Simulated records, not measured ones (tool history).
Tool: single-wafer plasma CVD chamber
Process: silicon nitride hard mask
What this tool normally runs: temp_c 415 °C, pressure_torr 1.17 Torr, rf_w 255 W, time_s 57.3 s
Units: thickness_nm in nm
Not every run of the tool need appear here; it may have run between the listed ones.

run   hour  temp_c  pressure_torr  rf_w  time_s  read-back reference wafer on the same gauge, thickness_nm  thickness_nm
  1      0     415           1.17   275    57.3                                                     51.703        53.831
  2     14     415           1.17   275    57.3                                                     51.672        53.939
  3   31.6     415           1.17   255      61                                                     51.762        53.323
  4   39.7     415           1.17   255      61                                                     51.711        53.207
  5   50.1     415           1.17   255      61                                                     51.701        52.956
      64.6  -- capacitance manometer re-zeroed and calibrated
  6   65.1     415           1.17   240    57.3                                                     51.703        46.832
      90.3  -- gauge calibrated
        94  -- thermocouple changed; heater temperature recalibrated
     114.1  -- showerhead replaced
  7  114.6     415           1.17   240    57.3                                                     51.713        46.779
  8  121.5     415           1.45   255    57.3                                                     51.715        52.714
  9  128.1     401           1.09   210    46.9                                                     51.708        32.489
 10  138.3     415           1.17   255    57.3                                                     51.675        49.512
     147.5  -- RF generator calibrated
 11    154     405           0.94   270    47.3                                                     51.661         44.48
 12  168.8     415           1.17   255    57.3                                                     51.669        54.469
 13  185.9     424            1.3   255    57.3                                                     51.717        55.672
 14  199.4     415           1.17   255      61                                                     51.696            58
 15    215     405           1.17   255    57.3                                                     51.734        54.294

Alternative continuations, all from the tool just after run 15; predict every row:
  A  215.4     415           1.17   255    63.1                                                          ?             ?
  B  215.4     407           1.42   255    50.6                                                          ?             ?
  C  215.4     410           1.17   220    61.4                                                          ?             ?
  D  215.4     415           1.39   255    48.8                                                          ?             ?

run  read-back reference wafer on the same gauge, thickness_nm  thickness_nm
  A                                                     51.696        59.888
  B                                                     51.696        50.927
  C                                                     51.696        50.159
  D                                                     51.696        48.679
Had the tool no hidden state, the same runs would have come out as:
run  thickness_nm
  A        60.211
  B        51.202
  C        50.444
  D        48.942
